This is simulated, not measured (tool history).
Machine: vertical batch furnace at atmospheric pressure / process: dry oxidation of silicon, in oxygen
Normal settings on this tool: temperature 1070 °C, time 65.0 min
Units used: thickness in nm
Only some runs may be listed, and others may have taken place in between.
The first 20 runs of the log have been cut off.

run,hour,temperature,time,"read-back reference wafer on the same gauge, thickness",thickness
21,514.0,1070,65.0,130.12,114.45
22,545.0,1081,44.5,129.99,96.79
23,566.1,1087,44.5,130.08,100.32
24,588.5,1070,65.0,129.87,113.55
25,603.7,1047,74.5,129.90,108.26
# hour 605.1: gauge calibrated
26,622.7,1058,65.0,130.06,105.46
27,636.4,1086,54.5,129.92,112.76
28,670.0,1063,65.0,129.98,108.28
29,686.1,1070,65.0,129.92,113.27
30,705.6,1051,76.0,130.05,111.69
31,729.0,1061,84.0,129.96,125.88
32,756.3,1070,65.0,130.08,113.06
33,774.7,1060,41.5,129.98,79.70
34,798.4,1070,89.5,130.03,137.66
35,817.5,1095,65.0,130.01,132.33
36,833.9,1070,65.0,129.93,113.11
37,864.5,1070,65.0,130.01,112.33
38,898.3,1080,65.0,129.95,120.08

5 ways to go on from here, each from the tool as it stands after run 38. What would each give?
A,902.9,1070,65.0,?,?
B,902.9,1054,88.0,?,?
C,902.9,1045,35.5,?,?
D,902.9,1047,39.5,?,?
E,902.9,1063,52.0,?,?

run,"read-back reference wafer on the same gauge, thickness",thickness
A,130.01,112.33
B,130.01,123.44
C,130.01,65.64
D,130.01,71.19
E,130.01,93.49
The same runs, with their run-to-run variation unchanged, on a tool lacking any hidden condition would have given:
run,thickness
A,114.19
B,125.33
C,66.69
D,72.32
E,95.02

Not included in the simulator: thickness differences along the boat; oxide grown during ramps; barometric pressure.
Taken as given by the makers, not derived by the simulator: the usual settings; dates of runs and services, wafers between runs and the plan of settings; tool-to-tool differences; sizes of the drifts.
